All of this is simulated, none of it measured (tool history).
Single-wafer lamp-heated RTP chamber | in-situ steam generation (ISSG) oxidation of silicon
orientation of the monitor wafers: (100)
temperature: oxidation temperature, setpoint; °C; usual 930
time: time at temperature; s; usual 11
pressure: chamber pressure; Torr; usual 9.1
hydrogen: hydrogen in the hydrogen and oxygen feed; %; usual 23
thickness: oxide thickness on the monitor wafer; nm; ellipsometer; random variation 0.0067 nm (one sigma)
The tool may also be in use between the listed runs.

run,day,temperature,time,pressure,hydrogen,"read-back reference wafer on the same gauge, thickness",thickness
1,0,930,11,10,23,3.519,3.239
2,3.938,930,11,10,23,3.52,3.223
3,6.804,930,11,9.1,23,3.519,3.283
4,10.546,930,11,9.1,23,3.521,3.28
5,13.133,930,11,9.1,23,3.518,3.275
6,15.588,930,11,9.1,23,3.52,3.282
7,18.142,930,11,9.1,23,3.52,3.279
8,21.725,930,11,9.1,23,3.523,3.29
9,25.592,930,11,7.7,23,3.52,3.317
10,29.512,917,11,9.1,16,3.52,2.934
11,32.083,943,7,8.4,23,3.523,2.906
12,45.525,936,11,9.1,17,3.519,3.079
13,49.225,930,11,9.1,23,3.523,3.291
14,50.821,936,11,8.5,23,3.516,3.349
15,53.421,916,11,9.1,31,3.52,3.449
16,55.021,941,8,9.1,23,3.515,3.007
17,56.692,930,11,9.1,23,3.519,3.283
18,59.529,942,8,9.1,30,3.518,3.229
19,61.475,930,11,8.6,23,3.522,3.294
20,63.404,930,15,9.1,23,3.518,3.661
21,65.125,924,11,10.2,19,3.523,3.049
22,77.804,930,13,10.2,19,3.52,3.259
23,79.954,919,14,9.1,18,3.517,3.289
24,83.379,936,11,9.5,23,3.519,3.297
25,94.692,943,7,8.4,23,3.517,2.914
26,97.625,915,8,8.7,26,3.521,2.982
27,99.521,917,9,9.1,23,3.52,3.001
28,101.354,913,9,9.1,16,3.517,2.729
29,103.883,936,11,9.5,23,3.521,3.294
30,106.629,913,10,9.9,28,3.52,3.168
31,108.438,930,14,8.6,23,3.521,3.588
32,112.221,942,8,9.1,30,3.518,3.232

Taken out of this log: 6 entries between the listed runs. Where each belongs, and how the hidden state differs across it:
Between runs 2 and 3: hydrogen flow controller replaced (day 6.167)
  no hidden state differs between the two runs
Between runs 6 and 7: pyrometer window cleaned and pyrometer calibrated (day 17.567)
  no hidden state differs between the two runs
Between runs 8 and 9: gauge calibrated (day 23.762)
  no hidden state differs between the two runs
Between runs 13 and 14: pyrometer window cleaned and pyrometer calibrated (day 49.942)
  no hidden state differs between the two runs
Between runs 21 and 22: pressure gauge zeroed (day 69.717)
  no hidden state differs between the two runs
Between runs 24 and 25: pyrometer window cleaned and pyrometer calibrated (day 85.304)
  no hidden state differs between the two runs
